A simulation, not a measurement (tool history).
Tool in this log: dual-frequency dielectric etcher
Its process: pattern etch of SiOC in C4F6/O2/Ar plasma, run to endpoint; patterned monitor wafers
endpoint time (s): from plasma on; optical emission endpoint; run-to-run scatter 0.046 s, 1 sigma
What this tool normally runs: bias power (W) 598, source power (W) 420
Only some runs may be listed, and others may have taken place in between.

| run | hour | bias power (W) | source power (W) | incoming incoming film thickness, nm | endpoint time (s) |
|---|---|---|---|---|---|
| 1 | 0 | 497 | 420 | 48.14 | 15.8 |
|  | 33.3 | wet clean of the chamber |
| 2 | 61.4 | 497 | 420 | 47.98 | 16.2 |
| 3 | 113.4 | 497 | 420 | 48.72 | 16.2 |
| 4 | 140.6 | 598 | 420 | 48.07 | 15.1 |
| 5 | 202.4 | 598 | 420 | 48.49 | 15.2 |
| 6 | 242.3 | 710 | 350 | 48.21 | 14.8 |
| 7 | 272.7 | 598 | 420 | 48.57 | 15.1 |

Run 8 comes next. What will it give?
|  | 322.5 | upper electrode replaced |
| 8 | 323 | 691 | 420 | 48.28 | ? |

endpoint time (s): 14.3
With no hidden state in the tool, this same run would have given endpoint time (s) 14.6.

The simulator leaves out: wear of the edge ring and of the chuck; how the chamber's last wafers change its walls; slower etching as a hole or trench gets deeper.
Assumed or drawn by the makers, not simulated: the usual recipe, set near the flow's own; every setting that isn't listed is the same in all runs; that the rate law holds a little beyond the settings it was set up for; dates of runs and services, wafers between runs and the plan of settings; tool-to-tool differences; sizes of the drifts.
